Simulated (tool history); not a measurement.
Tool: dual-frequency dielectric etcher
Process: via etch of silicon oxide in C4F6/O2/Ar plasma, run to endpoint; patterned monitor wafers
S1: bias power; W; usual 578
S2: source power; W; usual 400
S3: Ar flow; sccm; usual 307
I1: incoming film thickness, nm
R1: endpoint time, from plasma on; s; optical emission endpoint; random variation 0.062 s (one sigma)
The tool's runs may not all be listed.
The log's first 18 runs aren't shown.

run	hour	S1	S2	S3	I1	R1
# hour 510.6: wet clean of the chamber
19	511.1	459	400	307	103	22.7
20	518.6	455	480	307	102.6	21.3
21	550.5	578	400	343	100.6	20.6
22	581.5	578	400	307	101.7	20.4
23	596.2	578	400	343	101	20.7
24	620.5	522	400	349	101.7	21.6
25	654.6	439	400	307	101.2	22.7
26	685.9	578	400	234	102	20.1
27	706.7	578	400	307	101.9	20.5
28	731.1	687	450	307	101.2	18.1
29	752.8	578	400	232	101.3	19.8
30	782.6	578	400	307	101.9	20.5

Forecast each of these 3 alternatives for the next run:
A	783	468	400	307	101.5	?
B	783	501	470	307	101.5	?
C	783	578	430	307	101.5	?

run	R1
A	22.1
B	20.3
C	19.8
Without the tool's hidden state the same runs would have given:
run	R1
A	22.3
B	20.4
C	20
